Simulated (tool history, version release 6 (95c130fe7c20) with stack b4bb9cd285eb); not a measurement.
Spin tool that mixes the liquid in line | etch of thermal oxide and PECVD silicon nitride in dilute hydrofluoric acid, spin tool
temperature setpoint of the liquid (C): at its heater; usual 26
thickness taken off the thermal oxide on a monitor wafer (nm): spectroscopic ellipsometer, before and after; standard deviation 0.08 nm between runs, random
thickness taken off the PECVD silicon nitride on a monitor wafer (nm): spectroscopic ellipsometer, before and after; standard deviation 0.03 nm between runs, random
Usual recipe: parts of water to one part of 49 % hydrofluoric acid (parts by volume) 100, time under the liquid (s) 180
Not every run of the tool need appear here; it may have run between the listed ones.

| run | hour | temperature setpoint of the liquid (C) | parts of water to one part of 49 % hydrofluoric acid (parts by volume) | time under the liquid (s) | read-back film thickness of the thermal oxide reference wafer, read on the same gauge (nm) | read-back film thickness of the PECVD silicon nitride reference wafer, read on the same gauge (nm) | thickness taken off the thermal oxide on a monitor wafer (nm) | thickness taken off the PECVD silicon nitride on a monitor wafer (nm) |
|---|---|---|---|---|---|---|---|---|
| 1 | 0 | 26 | 130 | 180 | 100.01 | 80.01 | 6.49 | 6.3 |
| 2 | 21.7 | 26 | 100 | 180 | 100 | 80.01 | 8.85 | 8.11 |
| 3 | 53.1 | 26 | 100 | 115 | 100 | 80 | 5.6 | 5.2 |
| 4 | 79.4 | 26 | 100 | 180 | 100.01 | 79.99 | 8.63 | 8.08 |
| 5 | 116.4 | 22 | 100 | 230 | 100.01 | 79.98 | 9.63 | 7.93 |
| 6 | 151 | 24 | 50 | 275 | 100.01 | 80 | 26.15 | 21.41 |
|  | 176.1 | hydrofluoric acid flow meter replaced |
| 7 | 181.2 | 26 | 135 | 180 | 100 | 79.99 | 5.6 | 5.55 |
| 8 | 202.2 | 24 | 120 | 250 | 99.99 | 80.02 | 8.3 | 7.58 |
|  | 214.4 | thermometer replaced |
| 9 | 219.6 | 21.5 | 100 | 180 | 100 | 79.98 | 6.75 | 5.55 |
| 10 | 243.9 | 28.5 | 55 | 130 | 99.98 | 80.02 | 12.23 | 11.48 |
| 11 | 269.7 | 23 | 100 | 85 | 99.98 | 80.02 | 3.37 | 2.88 |
| 12 | 303.5 | 26 | 100 | 280 | 100 | 80 | 12.38 | 11.54 |
| 13 | 335.4 | 28 | 130 | 275 | 100 | 80.01 | 9.65 | 9.91 |
| 14 | 365.5 | 30.5 | 60 | 130 | 100 | 79.99 | 11.85 | 11.85 |
| 15 | 382.5 | 26 | 100 | 180 | 99.98 | 80 | 7.82 | 7.41 |
| 16 | 411.4 | 23.5 | 135 | 180 | 99.99 | 80 | 5.06 | 4.66 |
| 17 | 433.8 | 26 | 100 | 125 | 99.98 | 80 | 5.39 | 5.13 |
|  | 438.5 | hydrofluoric acid flow meter replaced, repeated, since the last time left the tool worse |
| 18 | 456.5 | 26 | 50 | 235 | 99.99 | 79.99 | 26.38 | 22.49 |
| 19 | 481.8 | 23.5 | 75 | 270 | 99.99 | 80 | 17.75 | 14.62 |
| 20 | 501.6 | 26 | 100 | 180 | 100.01 | 80 | 9.34 | 8.62 |

For run 21, what comes out?
| 21 | 522.1 | 21.5 | 140 | 180 | ? | ? | ? | ? |

{"run 21": {"read-back film thickness of the thermal oxide reference wafer, read on the same gauge (nm)": 100.01, "read-back film thickness of the PECVD silicon nitride reference wafer, read on the same gauge (nm)": 80, "thickness taken off the thermal oxide on a monitor wafer (nm)": 5.4, "thickness taken off the PECVD silicon nitride on a monitor wafer (nm)": 4.64}}
Had the tool carried no hidden state, the very same run would have given thickness taken off the thermal oxide on a monitor wafer (nm) 5.47, thickness taken off the PECVD silicon nitride on a monitor wafer (nm) 4.69.
